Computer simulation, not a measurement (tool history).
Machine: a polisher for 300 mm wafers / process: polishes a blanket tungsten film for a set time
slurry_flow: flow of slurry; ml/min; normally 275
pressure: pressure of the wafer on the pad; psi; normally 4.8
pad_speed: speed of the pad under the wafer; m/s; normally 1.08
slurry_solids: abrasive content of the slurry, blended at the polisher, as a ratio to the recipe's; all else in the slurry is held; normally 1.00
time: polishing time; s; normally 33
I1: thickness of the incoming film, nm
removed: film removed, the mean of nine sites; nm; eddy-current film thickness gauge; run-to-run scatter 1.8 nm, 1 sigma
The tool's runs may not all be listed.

{"run": 1, "hour": 0.0, "slurry_flow": 275, "pressure": 4.8, "pad_speed": 1.08, "slurry_solids": 0.8, "time": 33, "I1": 615.9, "removed": 185.4}
{"hour": 12.5, "done": "slurry blender recalibrated"}
{"run": 2, "hour": 13.1, "slurry_flow": 275, "pressure": 4.8, "pad_speed": 1.08, "slurry_solids": 0.8, "time": 33, "I1": 613.5, "removed": 182.9}
{"run": 3, "hour": 44.0, "slurry_flow": 275, "pressure": 4.8, "pad_speed": 1.08, "slurry_solids": 0.8, "time": 33, "I1": 625.8, "removed": 182.7}
{"run": 4, "hour": 64.2, "slurry_flow": 275, "pressure": 4.8, "pad_speed": 1.08, "slurry_solids": 1.0, "time": 33, "I1": 624.7, "removed": 192.7}
{"run": 5, "hour": 82.9, "slurry_flow": 275, "pressure": 4.8, "pad_speed": 1.08, "slurry_solids": 1.0, "time": 33, "I1": 624.8, "removed": 188.4}
{"hour": 90.5, "done": "slurry tank refilled with fresh slurry and peroxide"}
{"hour": 110.7, "done": "worn pad replaced by a new one"}
{"run": 6, "hour": 116.2, "slurry_flow": 275, "pressure": 4.8, "pad_speed": 1.08, "slurry_solids": 1.0, "time": 33, "I1": 621.2, "removed": 194.0}
{"run": 7, "hour": 150.4, "slurry_flow": 275, "pressure": 4.8, "pad_speed": 1.08, "slurry_solids": 1.0, "time": 33, "I1": 629.3, "removed": 193.6}
{"hour": 175.1, "done": "head pressure recalibrated"}
{"run": 8, "hour": 178.7, "slurry_flow": 275, "pressure": 4.8, "pad_speed": 1.08, "slurry_solids": 1.0, "time": 33, "I1": 622.7, "removed": 192.1}
{"run": 9, "hour": 193.6, "slurry_flow": 200, "pressure": 3.7, "pad_speed": 1.08, "slurry_solids": 1.0, "time": 33, "I1": 625.6, "removed": 144.0}
{"hour": 215.0, "done": "slurry blender recalibrated"}
{"run": 10, "hour": 219.3, "slurry_flow": 275, "pressure": 4.8, "pad_speed": 1.08, "slurry_solids": 1.0, "time": 33, "I1": 619.7, "removed": 191.7}
{"hour": 237.1, "done": "worn pad replaced by a new one"}
{"hour": 240.4, "done": "slurry nozzle cleaned"}
{"hour": 273.4, "done": "slurry tank refilled with fresh slurry and peroxide"}
{"run": 11, "hour": 319.1, "slurry_flow": 350, "pressure": 4.8, "pad_speed": 1.08, "slurry_solids": 0.85, "time": 40, "I1": 620.2, "removed": 233.3}
{"run": 12, "hour": 337.4, "slurry_flow": 275, "pressure": 3.3, "pad_speed": 1.08, "slurry_solids": 1.0, "time": 33, "I1": 624.8, "removed": 137.0}
{"hour": 342.4, "done": "worn pad replaced by a new one"}
{"run": 13, "hour": 352.8, "slurry_flow": 275, "pressure": 4.8, "pad_speed": 1.08, "slurry_solids": 1.0, "time": 33, "I1": 623.5, "removed": 192.8}
{"run": 14, "hour": 385.4, "slurry_flow": 335, "pressure": 4.8, "pad_speed": 1.08, "slurry_solids": 1.0, "time": 33, "I1": 623.6, "removed": 194.2}
{"hour": 411.1, "done": "slurry blender recalibrated"}
{"run": 15, "hour": 420.4, "slurry_flow": 275, "pressure": 3.8, "pad_speed": 1.08, "slurry_solids": 1.0, "time": 37, "I1": 620.5, "removed": 172.2}
{"run": 16, "hour": 443.3, "slurry_flow": 275, "pressure": 5.3, "pad_speed": 1.08, "slurry_solids": 1.15, "time": 22, "I1": 626.6, "removed": 140.1}
{"hour": 467.9, "done": "worn pad replaced by a new one"}
{"hour": 468.1, "done": "slurry tank refilled with fresh slurry and peroxide"}
{"run": 17, "hour": 470.2, "slurry_flow": 185, "pressure": 4.2, "pad_speed": 1.08, "slurry_solids": 1.2, "time": 29, "I1": 619.7, "removed": 150.1}

Below are 3 alternative next runs, each starting from the tool's condition after run 17. Predict each:
{"run": "A", "hour": 470.6, "slurry_flow": 275, "pressure": 4.8, "pad_speed": 1.08, "slurry_solids": 1.0, "time": 33, "I1": 630.2, "removed": "?"}
{"run": "B", "hour": 470.6, "slurry_flow": 215, "pressure": 6.3, "pad_speed": 0.84, "slurry_solids": 1.0, "time": 33, "I1": 630.2, "removed": "?"}
{"run": "C", "hour": 470.6, "slurry_flow": 335, "pressure": 6.5, "pad_speed": 1.08, "slurry_solids": 1.1, "time": 44, "I1": 630.2, "removed": "?"}

run=A removed=200.0
run=B removed=194.8
run=C removed=367.2
Without the tool's hidden state the same runs would have given:
run=A removed=200.4
run=B removed=195.3
run=C removed=368.0
